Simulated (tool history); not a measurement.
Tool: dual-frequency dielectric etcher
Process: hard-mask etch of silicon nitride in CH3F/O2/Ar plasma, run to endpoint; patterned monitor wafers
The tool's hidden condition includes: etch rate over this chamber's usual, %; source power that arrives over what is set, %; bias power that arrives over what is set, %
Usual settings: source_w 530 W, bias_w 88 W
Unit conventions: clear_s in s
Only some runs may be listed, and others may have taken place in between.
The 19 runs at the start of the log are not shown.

run,day,source_w,bias_w,wafers since the last listed run,hours since the last wet clean,hours since the last source power generator calibration,hours since the last bias power generator calibration,hours since the last upper electrode change,"incoming incoming film thickness, nm",clear_s
20,21.412,470,110,352,41.8,4223.4,76.9,253.4,41.39,46.7
21,21.933,450,88,146,54.3,4235.9,89.4,265.9,42.37,51.1
22,23.104,420,96,329,82.4,4264,117.5,294,41.84,50.1
23,24.279,570,98,330,110.6,4292.2,145.7,322.2,41.44,46.1
24,25.671,490,88,391,144,4325.6,179.1,355.6,42.03,49.5
# day 27.162: source power generator calibrated
25,28.917,530,103,865,221.9,42.1,257,433.5,41.62,47.1
26,29.821,410,70,254,243.6,63.8,278.7,455.2,42.12,55.4
27,30.621,530,88,224,262.8,83,297.9,474.4,41.32,48.8
28,32.017,580,102,392,296.3,116.5,331.4,507.9,41.33,45.6
29,32.85,450,74,234,316.3,136.5,351.4,527.9,41.34,52.9
30,34.088,610,75,347,346,166.2,381.1,557.6,41.61,49
31,35.05,530,100,270,369.1,189.3,404.2,580.7,41.72,47.6
32,36.162,530,88,312,395.8,216,430.9,607.4,40.98,48.6
# day 37.975: wet clean of the chamber
33,37.996,430,103,234,0.5,260,474.9,651.4,42.09,48.9
34,38.296,420,94,84,7.7,267.2,482.1,658.6,41.8,50.3
35,38.996,430,88,196,24.5,284,498.9,675.4,41.39,50.5

Branching from run 35: 4 alternative next runs. What would each branch give?
A,39.012,530,74,4,24.9,284.4,499.3,675.8,41.6,?
B,39.012,530,106,4,24.9,284.4,499.3,675.8,41.6,?
C,39.012,450,102,4,24.9,284.4,499.3,675.8,41.6,?
D,39.012,630,97,4,24.9,284.4,499.3,675.8,41.6,?

run,clear_s
A,49.9
B,45.9
C,48.4
D,44.7
Had the tool no hidden state, the same runs would have come out as:
run,clear_s
A,49.9
B,45.9
C,48.4
D,44.7
